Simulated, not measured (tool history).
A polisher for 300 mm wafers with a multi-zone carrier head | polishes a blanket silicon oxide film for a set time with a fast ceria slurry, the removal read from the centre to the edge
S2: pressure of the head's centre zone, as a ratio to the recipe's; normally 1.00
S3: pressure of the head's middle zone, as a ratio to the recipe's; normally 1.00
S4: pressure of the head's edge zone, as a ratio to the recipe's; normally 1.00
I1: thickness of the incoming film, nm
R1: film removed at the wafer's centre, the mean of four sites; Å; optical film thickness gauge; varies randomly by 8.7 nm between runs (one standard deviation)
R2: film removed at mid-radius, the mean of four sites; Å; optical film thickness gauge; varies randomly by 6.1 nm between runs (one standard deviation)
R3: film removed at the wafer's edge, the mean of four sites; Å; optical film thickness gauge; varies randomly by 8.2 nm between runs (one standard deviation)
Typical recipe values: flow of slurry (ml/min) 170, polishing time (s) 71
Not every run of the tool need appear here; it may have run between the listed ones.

{"run": 1, "hour": 0.0, "flow of slurry (ml/min)": 170, "S2": 1.0, "S3": 1.0, "S4": 1.0, "polishing time (s)": 71, "I1": 3780.5, "R1": 8006, "R2": 7932, "R3": 7958}
{"run": 2, "hour": 40.6, "flow of slurry (ml/min)": 125, "S2": 0.89, "S3": 1.11, "S4": 1.0, "polishing time (s)": 62, "I1": 3836.2, "R1": 5903, "R2": 6995, "R3": 6691}
{"run": 3, "hour": 110.1, "flow of slurry (ml/min)": 170, "S2": 1.0, "S3": 1.0, "S4": 1.11, "polishing time (s)": 71, "I1": 3868.9, "R1": 7722, "R2": 7707, "R3": 8272}
{"run": 4, "hour": 146.3, "flow of slurry (ml/min)": 170, "S2": 1.0, "S3": 1.0, "S4": 1.12, "polishing time (s)": 57, "I1": 3804.6, "R1": 6207, "R2": 6159, "R3": 6779}
{"run": 5, "hour": 200.1, "flow of slurry (ml/min)": 135, "S2": 1.0, "S3": 1.0, "S4": 1.0, "polishing time (s)": 71, "I1": 3805.6, "R1": 7415, "R2": 7335, "R3": 7646}
{"run": 6, "hour": 265.6, "flow of slurry (ml/min)": 170, "S2": 1.0, "S3": 1.0, "S4": 1.0, "polishing time (s)": 71, "I1": 3728.3, "R1": 8293, "R2": 8219, "R3": 8152}
{"run": 7, "hour": 327.4, "flow of slurry (ml/min)": 125, "S2": 1.0, "S3": 1.0, "S4": 1.12, "polishing time (s)": 71, "I1": 3770.1, "R1": 7778, "R2": 7822, "R3": 8500}
{"run": 8, "hour": 372.3, "flow of slurry (ml/min)": 170, "S2": 0.95, "S3": 1.0, "S4": 1.08, "polishing time (s)": 71, "I1": 3852.9, "R1": 7807, "R2": 8066, "R3": 8537}
{"run": 9, "hour": 439.6, "flow of slurry (ml/min)": 215, "S2": 1.07, "S3": 0.9, "S4": 0.88, "polishing time (s)": 71, "I1": 3790.3, "R1": 9044, "R2": 7840, "R3": 7802}
{"run": 10, "hour": 508.7, "flow of slurry (ml/min)": 170, "S2": 0.95, "S3": 1.0, "S4": 1.08, "polishing time (s)": 71, "I1": 3826.1, "R1": 7621, "R2": 8082, "R3": 8565}
{"run": 11, "hour": 575.6, "flow of slurry (ml/min)": 170, "S2": 1.0, "S3": 1.0, "S4": 0.95, "polishing time (s)": 71, "I1": 3886.5, "R1": 7904, "R2": 7849, "R3": 7774}
{"run": 12, "hour": 622.1, "flow of slurry (ml/min)": 170, "S2": 1.0, "S3": 1.0, "S4": 1.0, "polishing time (s)": 71, "I1": 3821.5, "R1": 7889, "R2": 7879, "R3": 8086}
{"run": 13, "hour": 682.2, "flow of slurry (ml/min)": 170, "S2": 1.0, "S3": 1.0, "S4": 1.11, "polishing time (s)": 54, "I1": 3738.4, "R1": 6308, "R2": 6221, "R3": 6569}
{"run": 14, "hour": 750.8, "flow of slurry (ml/min)": 170, "S2": 1.0, "S3": 1.0, "S4": 1.09, "polishing time (s)": 71, "I1": 3843.8, "R1": 8260, "R2": 8118, "R3": 8569}
{"run": 15, "hour": 786.9, "flow of slurry (ml/min)": 170, "S2": 1.0, "S3": 0.9, "S4": 1.09, "polishing time (s)": 71, "I1": 3824.1, "R1": 8241, "R2": 7607, "R3": 8517}
{"run": 16, "hour": 837.3, "flow of slurry (ml/min)": 170, "S2": 1.0, "S3": 0.89, "S4": 1.0, "polishing time (s)": 71, "I1": 3749.0, "R1": 8158, "R2": 7352, "R3": 8097}
{"run": 17, "hour": 901.5, "flow of slurry (ml/min)": 170, "S2": 1.0, "S3": 1.0, "S4": 1.0, "polishing time (s)": 71, "I1": 3843.4, "R1": 7962, "R2": 7943, "R3": 8021}
{"run": 18, "hour": 955.3, "flow of slurry (ml/min)": 170, "S2": 1.0, "S3": 1.0, "S4": 1.0, "polishing time (s)": 71, "I1": 3813.5, "R1": 7969, "R2": 7933, "R3": 8042}
{"run": 19, "hour": 1002.1, "flow of slurry (ml/min)": 170, "S2": 1.0, "S3": 1.0, "S4": 1.0, "polishing time (s)": 71, "I1": 3824.0, "R1": 7926, "R2": 7889, "R3": 7885}
{"run": 20, "hour": 1032.0, "flow of slurry (ml/min)": 140, "S2": 1.0, "S3": 1.04, "S4": 1.09, "polishing time (s)": 85, "I1": 3846.0, "R1": 9206, "R2": 9395, "R3": 9494}
{"run": 21, "hour": 1069.3, "flow of slurry (ml/min)": 125, "S2": 1.0, "S3": 1.0, "S4": 1.0, "polishing time (s)": 71, "I1": 3847.1, "R1": 7292, "R2": 7344, "R3": 7502}
{"run": 22, "hour": 1113.5, "flow of slurry (ml/min)": 170, "S2": 1.0, "S3": 1.1, "S4": 1.0, "polishing time (s)": 71, "I1": 3758.1, "R1": 7620, "R2": 8263, "R3": 7781}
{"run": 23, "hour": 1154.1, "flow of slurry (ml/min)": 170, "S2": 0.92, "S3": 1.0, "S4": 1.0, "polishing time (s)": 71, "I1": 3817.7, "R1": 7064, "R2": 7687, "R3": 7707}

The log once held 7 entries between its listed runs, left out of this copy. Where does each go, and what is different about the tool's unlogged condition between the listed run before it and the listed run after it?
Run 5 -> run 6: worn pad replaced by a new one (hour 226.5); slurry nozzle cleaned (hour 242.2)
  slurry flow missing at the pad, %: 44 -> 3.24
  measured result minus the result with no hidden state, R1: -879 -> -39 Å; R2: -751 -> -35 Å; R3: -533 -> -25 Å
Run 8 -> run 9: centre zone pressure recalibrated (hour 429.9)
  slurry flow missing at the pad, %: 12 -> 17.5
  measured result minus the result with no hidden state, R1: -149 -> -220 Å; R2: -136 -> -169 Å; R3: -104 -> -124 Å
Run 12 -> run 13: slurry nozzle cleaned (hour 657.2); edge zone pressure recalibrated (hour 666.5); worn pad replaced by a new one (hour 667.9)
  slurry flow missing at the pad, %: 32.5 -> 5.63
  measured result minus the result with no hidden state, R1: -503 -> -54 Å; R2: -440 -> -47 Å; R3: -321 -> -36 Å
Run 18 -> run 19: centre zone pressure recalibrated (hour 980.2)
  slurry flow missing at the pad, %: 28 -> 31.9
  measured result minus the result with no hidden state, R1: -417 -> -492 Å; R2: -365 -> -430 Å; R3: -264 -> -305 Å
